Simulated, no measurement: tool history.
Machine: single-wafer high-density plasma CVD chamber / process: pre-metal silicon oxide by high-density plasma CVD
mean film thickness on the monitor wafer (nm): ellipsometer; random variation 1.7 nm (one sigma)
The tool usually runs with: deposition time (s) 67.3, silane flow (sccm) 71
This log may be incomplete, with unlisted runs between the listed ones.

run,hour,deposition time (s),silane flow (sccm),wafers since the last listed run,hours since the silane flow controller was replaced,hours since the gauge calibration,"read-back reference wafer on the same gauge, thickness_nm",mean film thickness on the monitor wafer (nm)
1,0.0,67.3,71,0,3570.7,406.5,476.803,494.676
2,30.2,67.3,71,454,3600.9,436.7,477.032,498.176
3,63.5,73.9,81,501,3634.2,470.0,476.745,621.356
4,83.8,73.9,81,305,3654.5,490.3,477.185,619.270
5,105.4,73.9,81,325,3676.1,511.9,477.118,618.583
6,130.0,75.2,71,370,3700.7,536.5,476.970,554.240
7,165.1,75.2,71,528,3735.8,571.6,477.404,555.349
8,181.3,75.2,71,243,3752.0,587.8,476.410,558.179
9,201.9,67.3,71,310,3772.6,608.4,477.241,498.044
# hour 225.6: gauge calibrated
10,230.0,67.3,71,423,3800.7,4.4,476.819,495.459
11,285.1,67.3,63,829,3855.8,59.5,476.647,444.728
12,305.6,58.5,71,308,3876.3,80.0,476.640,430.189
13,334.8,67.3,71,439,3905.5,109.2,477.239,496.299
14,358.3,80.0,84,353,3929.0,132.7,476.775,690.287
15,383.6,55.1,71,381,3954.3,158.0,477.139,408.169
# hour 442.0: silane flow controller replaced
16,484.0,71.3,75,1391,42.0,258.4,477.403,554.783
17,501.1,57.9,81,257,59.1,275.5,477.021,484.442
18,516.7,58.5,71,234,74.7,291.1,477.151,431.169
19,546.9,73.9,81,454,104.9,321.3,477.168,619.964
20,571.2,58.8,57,365,129.2,345.6,476.887,350.615
21,589.9,55.2,76,281,147.9,364.3,476.057,435.354
22,625.6,54.1,77,537,183.6,400.0,477.004,432.406
23,654.8,60.6,84,439,212.8,429.2,477.071,525.180
24,671.3,67.3,78,248,229.3,445.7,476.330,547.187
25,685.1,75.3,64,207,243.1,459.5,477.090,502.597

Forecast each of these 3 alternatives for the next run:
A,685.5,58.4,71,6,243.5,459.9,?,?
B,685.5,67.3,67,6,243.5,459.9,?,?
C,685.5,71.6,71,6,243.5,459.9,?,?

run,"read-back reference wafer on the same gauge, thickness_nm",mean film thickness on the monitor wafer (nm)
A,477.116,431.636
B,477.116,470.497
C,477.116,529.197
Take away the tool's hidden state, keep each run's random variation, and the runs would have read:
run,mean film thickness on the monitor wafer (nm)
A,431.636
B,470.497
C,529.197
